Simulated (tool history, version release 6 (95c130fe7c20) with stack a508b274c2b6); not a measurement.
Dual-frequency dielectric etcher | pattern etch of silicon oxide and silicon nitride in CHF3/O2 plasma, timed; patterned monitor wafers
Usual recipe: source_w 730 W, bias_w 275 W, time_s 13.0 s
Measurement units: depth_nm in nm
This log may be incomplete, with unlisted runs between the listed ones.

| run | day | source_w | bias_w | time_s | read-back reference wafer on the same gauge, depth_nm | depth_nm |
|---|---|---|---|---|---|---|
| 1 | 0.000 | 610 | 307 | 13.0 | 25.80 | 21.85 |
| 2 | 0.325 | 730 | 225 | 10.0 | 25.80 | 16.62 |
| 3 | 1.029 | 730 | 275 | 13.0 | 25.81 | 22.31 |
| 4 | 1.583 | 730 | 275 | 16.0 | 25.81 | 27.50 |
| 5 | 2.279 | 730 | 275 | 16.0 | 25.80 | 27.37 |
| 6 | 2.842 | 730 | 275 | 16.0 | 25.80 | 27.40 |
|  | 3.192 | source power generator calibrated |
| 7 | 3.217 | 730 | 275 | 13.0 | 25.80 | 22.25 |
|  | 3.450 | gauge calibrated |
| 8 | 3.558 | 730 | 275 | 13.0 | 25.79 | 22.22 |
| 9 | 4.046 | 610 | 307 | 13.0 | 25.80 | 21.67 |
| 10 | 4.312 | 730 | 275 | 13.0 | 25.80 | 22.19 |
|  | 5.317 | wet clean of the chamber |
|  | 6.221 | bias power generator calibrated |
|  | 6.258 | upper electrode replaced |
| 11 | 6.279 | 730 | 230 | 13.0 | 25.79 | 22.27 |
| 12 | 6.292 | 730 | 275 | 17.0 | 25.80 | 29.96 |
| 13 | 6.304 | 650 | 253 | 13.0 | 25.81 | 21.95 |
| 14 | 6.362 | 600 | 310 | 16.0 | 25.80 | 27.61 |
| 15 | 6.725 | 590 | 319 | 17.0 | 25.79 | 29.32 |
| 16 | 7.292 | 730 | 236 | 13.0 | 25.80 | 22.24 |
| 17 | 7.858 | 730 | 328 | 13.0 | 25.80 | 23.64 |

3 options for the next run, each taken on its own from the tool as it stands now. Forecast them:
| A | 7.875 | 670 | 275 | 13.0 | ? | ? |
| B | 7.875 | 870 | 325 | 10.5 | ? | ? |
| C | 7.875 | 730 | 207 | 13.0 | ? | ? |

| run | read-back reference wafer on the same gauge, depth_nm | depth_nm |
|---|---|---|
| A | 25.80 | 22.38 |
| B | 25.80 | 19.98 |
| C | 25.80 | 21.78 |
Without the tool's hidden state the same runs would have given:
| run | depth_nm |
|---|---|
| A | 22.61 |
| B | 20.18 |
| C | 22.00 |
